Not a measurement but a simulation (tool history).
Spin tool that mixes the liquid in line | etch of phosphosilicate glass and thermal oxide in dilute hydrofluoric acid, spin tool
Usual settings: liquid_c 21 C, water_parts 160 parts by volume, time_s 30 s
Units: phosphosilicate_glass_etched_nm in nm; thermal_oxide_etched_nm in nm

run	hour	liquid_c	water_parts	time_s	read-back film thickness of the phosphosilicate glass reference wafer, read on the same gauge (nm)	read-back film thickness of the thermal oxide reference wafer, read on the same gauge (nm)	phosphosilicate_glass_etched_nm	thermal_oxide_etched_nm
1	0	21	160	20	70.01	39.999	16.06	0.5
2	68.3	21	160	30	70.02	40.032	24.61	0.71
3	166.5	21	160	30	69.98	40.012	24.57	0.803
4	209.7	21	160	30	69.97	39.972	24.59	0.766
5	306.4	23.5	160	30	70.02	39.973	26.97	0.836
6	376.5	23.5	160	30	70.01	40.017	26.86	0.913
7	428.8	21	160	30	70.01	39.979	24.42	0.776
8	477.1	21	160	30	70.02	40.005	24.74	0.77
# hour 528.3: thermometer replaced
9	568.1	21	110	30	70	40.009	34.94	1.087
10	653.7	21	110	30	70.02	39.97	35.29	1.059
# hour 733.4: gauge calibrated
11	734.4	18	100	45	70.01	40.028	51.62	1.557
# hour 777.4: hydrofluoric acid flow meter replaced
12	828.9	21	160	30	69.99	40.017	23.12	0.727
13	909.4	21	160	25	70.04	40.035	19.3	0.607
14	985.6	24.5	160	30	70.02	40.003	26.4	0.844
15	1035.2	21	160	30	69.99	40.025	22.93	0.757
16	1095.6	21	160	30	70.01	40.017	22.94	0.698
17	1194.7	17.5	235	25	69.98	40.012	10.86	0.343
18	1317.8	22.5	220	30	70.04	40.019	16.63	0.509
19	1390.2	17	105	15	69.99	40.036	15.99	0.469
20	1492.8	25.5	195	35	69.96	40.04	25.63	0.839
21	1546.4	22.5	220	30	69.98	40.007	16.66	0.554
22	1642.2	17	205	30	70.02	40.052	15.1	0.488
23	1706.2	21	160	15	70.02	39.966	11.78	0.363
24	1764.2	21	160	30	70	39.99	23.52	0.778
25	1839.9	22.5	210	30	69.99	40.002	18.06	0.59

The tool's hidden state at each run:
hydrofluoric acid flow above the setpoint (%): 0 in every run
gauge reads high (%): 0 in every run
H1: liquid hotter than its thermometer reads (K)
run	H1
1	1.98
2	2.04
3	2.14
4	2.18
5	2.27
6	2.34
7	2.39
8	2.44
9	0.293
10	0.376
11	0.454
12	0.546
13	0.624
14	0.697
15	0.745
16	0.804
17	0.9
18	1.02
19	1.09
20	1.19
21	1.24
22	1.33
23	1.4
24	1.45
25	1.53

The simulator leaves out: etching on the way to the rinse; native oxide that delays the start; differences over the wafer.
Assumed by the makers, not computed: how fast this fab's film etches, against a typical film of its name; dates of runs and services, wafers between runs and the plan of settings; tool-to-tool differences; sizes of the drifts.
